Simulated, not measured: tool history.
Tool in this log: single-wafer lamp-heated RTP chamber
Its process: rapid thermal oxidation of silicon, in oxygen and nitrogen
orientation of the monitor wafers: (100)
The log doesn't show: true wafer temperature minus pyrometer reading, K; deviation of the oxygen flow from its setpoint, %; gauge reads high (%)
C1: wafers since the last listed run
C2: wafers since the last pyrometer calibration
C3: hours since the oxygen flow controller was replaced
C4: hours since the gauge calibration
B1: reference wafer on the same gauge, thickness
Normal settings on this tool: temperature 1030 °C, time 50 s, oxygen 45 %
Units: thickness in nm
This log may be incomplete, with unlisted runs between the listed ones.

{"run": 1, "hour": 0.0, "temperature": 1030, "time": 50, "oxygen": 45, "C1": 0, "C2": 3820, "C3": 2202, "C4": 273.5, "B1": 6.092, "thickness": 5.114}
{"run": 2, "hour": 45.6, "temperature": 1030, "time": 50, "oxygen": 45, "C1": 323, "C2": 4144, "C3": 2247.6, "C4": 319.1, "B1": 6.103, "thickness": 5.101}
{"run": 3, "hour": 147.8, "temperature": 1030, "time": 50, "oxygen": 45, "C1": 725, "C2": 4870, "C3": 2349.8, "C4": 421.3, "B1": 6.102, "thickness": 5.102}
{"hour": 241.5, "done": "pyrometer window cleaned and pyrometer calibrated"}
{"run": 4, "hour": 242.0, "temperature": 1030, "time": 50, "oxygen": 45, "C1": 612, "C2": 3, "C3": 2444, "C4": 515.5, "B1": 6.103, "thickness": 5.09}
{"run": 5, "hour": 333.5, "temperature": 1030, "time": 50, "oxygen": 45, "C1": 649, "C2": 653, "C3": 2535.5, "C4": 607, "B1": 6.106, "thickness": 5.091}
{"run": 6, "hour": 413.8, "temperature": 1030, "time": 50, "oxygen": 45, "C1": 570, "C2": 1223, "C3": 2615.8, "C4": 687.3, "B1": 6.099, "thickness": 5.082}
{"hour": 478.6, "done": "gauge calibrated"}
{"run": 7, "hour": 516.9, "temperature": 1030, "time": 50, "oxygen": 33, "C1": 732, "C2": 1956, "C3": 2718.9, "C4": 38.3, "B1": 6.105, "thickness": 4.597}
{"hour": 565.6, "done": "oxygen flow controller replaced"}
{"run": 8, "hour": 566.1, "temperature": 1030, "time": 50, "oxygen": 33, "C1": 292, "C2": 2248, "C3": 0.5, "C4": 87.5, "B1": 6.104, "thickness": 4.598}
{"run": 9, "hour": 610.3, "temperature": 1030, "time": 50, "oxygen": 25, "C1": 313, "C2": 2562, "C3": 44.7, "C4": 131.7, "B1": 6.097, "thickness": 4.205}
{"run": 10, "hour": 651.8, "temperature": 1030, "time": 50, "oxygen": 45, "C1": 294, "C2": 2857, "C3": 86.2, "C4": 173.2, "B1": 6.101, "thickness": 5.085}
{"run": 11, "hour": 750.0, "temperature": 1030, "time": 50, "oxygen": 45, "C1": 697, "C2": 3554, "C3": 184.4, "C4": 271.4, "B1": 6.107, "thickness": 5.131}
{"run": 12, "hour": 821.9, "temperature": 1030, "time": 39, "oxygen": 22, "C1": 510, "C2": 4065, "C3": 256.3, "C4": 343.3, "B1": 6.103, "thickness": 3.677}
{"hour": 915.5, "done": "pyrometer window cleaned and pyrometer calibrated"}
{"run": 13, "hour": 921.8, "temperature": 1051, "time": 26, "oxygen": 60, "C1": 652, "C2": 44, "C3": 356.2, "C4": 443.2, "B1": 6.103, "thickness": 4.949}
{"run": 14, "hour": 965.1, "temperature": 1049, "time": 67, "oxygen": 18, "C1": 307, "C2": 352, "C3": 399.5, "C4": 486.5, "B1": 6.095, "thickness": 4.803}
{"run": 15, "hour": 1034.7, "temperature": 1052, "time": 36, "oxygen": 31, "C1": 494, "C2": 846, "C3": 469.1, "C4": 556.1, "B1": 6.096, "thickness": 4.549}
{"run": 16, "hour": 1091.7, "temperature": 1030, "time": 50, "oxygen": 34, "C1": 404, "C2": 1251, "C3": 526.1, "C4": 613.1, "B1": 6.1, "thickness": 4.645}
{"run": 17, "hour": 1136.0, "temperature": 1009, "time": 70, "oxygen": 75, "C1": 314, "C2": 1565, "C3": 570.4, "C4": 657.4, "B1": 6.105, "thickness": 6.047}
{"run": 18, "hour": 1172.1, "temperature": 1002, "time": 42, "oxygen": 36, "C1": 256, "C2": 1822, "C3": 606.5, "C4": 693.5, "B1": 6.098, "thickness": 3.696}
{"run": 19, "hour": 1236.5, "temperature": 1055, "time": 64, "oxygen": 32, "C1": 457, "C2": 2279, "C3": 670.9, "C4": 757.9, "B1": 6.109, "thickness": 5.95}

Predict each of these 4 candidate next runs independently; none follows another, all start after run 19:
{"run": "A", "hour": 1237.0, "temperature": 1030, "time": 50, "oxygen": 45, "C1": 3, "C2": 2283, "C3": 671.4, "C4": 758.4, "B1": "?", "thickness": "?"}
{"run": "B", "hour": 1237.0, "temperature": 1030, "time": 50, "oxygen": 17, "C1": 3, "C2": 2283, "C3": 671.4, "C4": 758.4, "B1": "?", "thickness": "?"}
{"run": "C", "hour": 1237.0, "temperature": 1048, "time": 58, "oxygen": 32, "C1": 3, "C2": 2283, "C3": 671.4, "C4": 758.4, "B1": "?", "thickness": "?"}
{"run": "D", "hour": 1237.0, "temperature": 1002, "time": 50, "oxygen": 45, "C1": 3, "C2": 2283, "C3": 671.4, "C4": 758.4, "B1": "?", "thickness": "?"}

run=A B1=6.099 thickness=5.115
run=B B1=6.099 thickness=3.757
run=C B1=6.099 thickness=5.478
run=D B1=6.099 thickness=4.234
Take away the tool's hidden state, keep each run's random variation, and the runs would have read:
run=A thickness=5.115
run=B thickness=3.757
run=C thickness=5.478
run=D thickness=4.234
